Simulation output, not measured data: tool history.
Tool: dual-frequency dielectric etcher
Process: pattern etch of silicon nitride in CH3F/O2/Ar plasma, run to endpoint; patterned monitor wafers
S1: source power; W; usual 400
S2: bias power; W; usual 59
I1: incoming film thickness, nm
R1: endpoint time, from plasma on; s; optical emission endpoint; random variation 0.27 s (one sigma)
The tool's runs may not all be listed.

run   hour   S1  S2     I1    R1
  1      0  350  68  34.69  51.4
  2     22  350  68  34.92  51.6
  3   37.9  350  68  34.75  51.1
  4   58.9  370  66  34.28  50.3
  5   92.8  400  59  34.38  52.3
  6  106.5  400  59  34.82  52.3
     168.2  -- wet clean of the chamber
     174.8  -- upper electrode replaced
     181.9  -- source power generator calibrated
     213.8  -- bias power generator calibrated
  7  214.3  400  59   34.9  54.3
  8  237.3  370  46  34.53  60.9
  9  254.4  450  47   34.7  57.6
 10  289.9  500  54  34.79  52.8
 11  314.8  460  67  34.65  48.7
 12  344.3  400  59  34.57  52.9
 13  405.9  400  59  34.63  52.7
 14  423.2  440  51  34.63  54.4
 15  444.3  400  55   34.9  54.4

Some steps in R1 between neighbouring runs. How much of each would the tool show without its hidden state too (settings, what came in, random variation), and how much is left for the hidden state, with any gauge scatter that isn't in both results?
The hidden state here: etch rate over this chamber's usual, %; source power that arrives over what is set, %; bias power that arrives over what is set, %.
Run 6 -> 7: wet clean of the chamber, upper electrode replaced, source power generator calibrated, bias power generator calibrated. R1 +2 s: hidden state +1.5, all else +0.5.
Run 7 -> 8: S1 400 -> 370, S2 59 -> 46. R1 +6.6 s: hidden state -0.1, all else +6.7.

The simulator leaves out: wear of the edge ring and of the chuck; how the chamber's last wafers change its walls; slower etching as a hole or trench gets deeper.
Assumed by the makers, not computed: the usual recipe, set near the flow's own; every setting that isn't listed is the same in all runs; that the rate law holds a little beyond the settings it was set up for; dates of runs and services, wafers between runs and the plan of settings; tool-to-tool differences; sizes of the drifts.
